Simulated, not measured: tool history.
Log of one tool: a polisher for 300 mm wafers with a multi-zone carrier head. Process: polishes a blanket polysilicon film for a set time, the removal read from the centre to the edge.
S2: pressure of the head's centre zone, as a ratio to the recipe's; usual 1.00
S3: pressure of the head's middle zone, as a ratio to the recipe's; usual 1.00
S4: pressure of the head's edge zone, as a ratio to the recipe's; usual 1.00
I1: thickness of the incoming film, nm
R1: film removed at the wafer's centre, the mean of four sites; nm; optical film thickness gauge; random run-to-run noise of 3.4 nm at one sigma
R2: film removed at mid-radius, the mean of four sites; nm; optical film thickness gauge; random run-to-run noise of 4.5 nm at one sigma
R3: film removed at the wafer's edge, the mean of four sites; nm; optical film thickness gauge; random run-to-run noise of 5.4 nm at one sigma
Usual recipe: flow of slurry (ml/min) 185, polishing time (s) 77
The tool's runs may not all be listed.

Run 1, hour 0.0: usual settings; I1 2192.3. Result: R1 437.5 nm, R2 446.0 nm, R3 447.4 nm.
Run 2, hour 12.6: usual settings; I1 2196.9. Result: R1 444.3 nm, R2 438.6 nm, R3 448.6 nm.
Run 3, hour 23.5: usual settings; I1 2224.7. Result: R1 439.5 nm, R2 435.5 nm, R3 447.3 nm.
At hour 34.1: edge zone pressure recalibrated.
Run 4, hour 34.6: usual settings but S2 0.91; I1 2198.0. Result: R1 404.5 nm, R2 436.3 nm, R3 450.5 nm.
At hour 41.5: worn pad replaced by a new one.
Run 5, hour 42.0: usual settings; I1 2188.8. Result: R1 434.5 nm, R2 434.1 nm, R3 456.9 nm.
Run 6, hour 47.2: usual settings but S2 0.88, polishing time (s) 69; I1 2202.2. Result: R1 346.3 nm, R2 395.4 nm, R3 401.5 nm.
Run 7, hour 55.8: usual settings but S2 0.94; I1 2243.0. Result: R1 404.2 nm, R2 440.9 nm, R3 435.6 nm.
Run 8, hour 62.5: usual settings; I1 2213.6. Result: R1 434.0 nm, R2 428.8 nm, R3 452.0 nm.
Run 9, hour 75.7: usual settings but S2 0.89, polishing time (s) 100; I1 2210.3. Result: R1 499.4 nm, R2 564.6 nm, R3 579.8 nm.
At hour 87.6: slurry nozzle cleaned.
Run 10, hour 88.1: usual settings but S2 1.05, S3 1.12, S4 0.92; I1 2202.4. Result: R1 483.5 nm, R2 496.5 nm, R3 439.6 nm.
Run 11, hour 101.2: usual settings but S3 1.05, S4 0.94, polishing time (s) 57; I1 2206.5. Result: R1 339.7 nm, R2 347.9 nm, R3 333.7 nm.
Run 12, hour 114.0: usual settings but flow of slurry (ml/min) 215, S3 0.93, S4 1.09, polishing time (s) 96; I1 2211.5. Result: R1 588.1 nm, R2 540.5 nm, R3 600.9 nm.
At hour 123.0: carrier head's membrane replaced by a new one.
Run 13, hour 123.5: usual settings but S4 1.08; I1 2241.4. Result: R1 462.3 nm, R2 458.4 nm, R3 474.0 nm.
Run 14, hour 140.4: usual settings but S3 1.05, polishing time (s) 68; I1 2204.6. Result: R1 395.6 nm, R2 412.4 nm, R3 406.8 nm.
At hour 146.0: worn pad replaced by a new one.
Run 15, hour 155.1: usual settings but S2 1.03, polishing time (s) 54; I1 2173.6. Result: R1 327.6 nm, R2 312.9 nm, R3 314.6 nm.
At hour 197.1: centre zone pressure recalibrated.
Run 16, hour 207.1: usual settings but S2 1.10, S3 1.11; I1 2223.1. Result: R1 490.9 nm, R2 494.4 nm, R3 459.1 nm.
At hour 253.7: worn pad replaced by a new one.
Run 17, hour 255.3: usual settings but flow of slurry (ml/min) 160, S4 1.11, polishing time (s) 97; I1 2223.7. Result: R1 548.6 nm, R2 544.4 nm, R3 581.3 nm.
Run 18, hour 265.3: usual settings but S2 0.90, polishing time (s) 58; I1 2212.2. Result: R1 302.1 nm, R2 338.3 nm, R3 348.4 nm.
Run 19, hour 272.2: usual settings but flow of slurry (ml/min) 145, S3 1.09; I1 2204.1. Result: R1 413.8 nm, R2 453.6 nm, R3 434.8 nm.
Run 20, hour 282.1: usual settings but S3 1.05, S4 0.94, polishing time (s) 57; I1 2209.8. Result: R1 329.1 nm, R2 343.7 nm, R3 322.8 nm.
Run 21, hour 297.6: usual settings but flow of slurry (ml/min) 230, S3 0.96, S4 0.91, polishing time (s) 55; I1 2241.5. Result: R1 330.8 nm, R2 314.0 nm, R3 319.2 nm.

Results per run with the tool's hidden condition removed, run-to-run variation unchanged:
Unlogged tool condition in this case: removal rate lost through wear of the pad, %; slurry flow missing at the pad, %; deviation of the centre zone's pressure from its setpoint, %; deviation of the edge zone's pressure from its setpoint, %.
run     R1     R2     R3
  1  457.6  464.2  460.6
  2  466.0  457.7  462.6
  3  462.1  455.3  462.0
  4  426.4  457.2  466.1
  5  458.8  455.6  473.1
  6  366.1  415.5  416.1
  7  428.2  464.1  452.1
  8  460.4  452.0  469.5
  9  531.5  596.8  603.5
 10  486.8  499.5  441.6
 11  342.6  350.6  335.6
 12  593.5  544.9  604.6
 13  467.9  463.4  477.7
 14  401.5  417.8  410.8
 15  333.2  317.7  318.2
 16  503.8  506.0  466.9
 17  571.2  564.3  596.4
 18  313.4  349.6  356.8
 19  434.6  473.6  448.2
 20  342.6  356.3  331.3
 21  342.5  323.9  326.7
